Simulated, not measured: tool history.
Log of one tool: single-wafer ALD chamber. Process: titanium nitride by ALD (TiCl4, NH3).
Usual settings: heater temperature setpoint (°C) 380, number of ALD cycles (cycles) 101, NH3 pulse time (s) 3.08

run,hour,heater temperature setpoint (°C),number of ALD cycles (cycles),NH3 pulse time (s),wafers since the last listed run,hours since the last thermocouple change,hours since the showerhead was replaced,hours since the gauge calibration,"read-back reference wafer on the same gauge, thickness_nm",mean film thickness on the monitor wafer (nm)
1,0,380,101,3.08,0,1581.3,3177.4,184.8,1.896,2.272
2,27.6,380,101,3.08,42,1608.9,3205,212.4,1.896,2.271
3,72.8,380,101,3.08,69,1654.1,3250.2,257.6,1.897,2.281
4,211.5,380,101,3.08,212,1792.8,3388.9,396.3,1.905,2.288
5,276.9,374,101,3.08,100,1858.2,3454.3,461.7,1.91,2.293
6,345.3,374,101,3.08,104,1926.6,3522.7,530.1,1.916,2.291
7,395.8,374,101,3.08,77,1977.1,3573.2,580.6,1.922,2.304
# hour 410.1: showerhead replaced
8,452,376,117,4.29,73,2033.3,41.9,636.8,1.927,2.705
# hour 493.2: gauge calibrated
# hour 502.2: thermocouple changed; heater temperature recalibrated
9,518.3,370,113,2.06,89,16.1,108.2,25.1,1.892,2.467
10,560.9,376,101,1.93,65,58.7,150.8,67.7,1.892,2.219
11,604.4,393,110,2.71,66,102.2,194.3,111.2,1.892,2.476
12,628.6,369,109,4.13,37,126.4,218.5,135.4,1.893,2.457
13,804.2,380,83,3.08,268,302,394.1,311,1.9,1.878
14,842.2,380,101,3.08,58,340,432.1,349,1.903,2.281

The tool's hidden state at each run:
wafer temperature above the value expected at the setpoint (K): 0 in every run
H1: gauge reads high (%)
run,H1
1,0.232
2,0.285
3,0.388
4,0.826
5,1.1
6,1.42
7,1.7
8,2.03
9,0.0544
10,0.0735
11,0.111
12,0.14
13,0.519
14,0.64

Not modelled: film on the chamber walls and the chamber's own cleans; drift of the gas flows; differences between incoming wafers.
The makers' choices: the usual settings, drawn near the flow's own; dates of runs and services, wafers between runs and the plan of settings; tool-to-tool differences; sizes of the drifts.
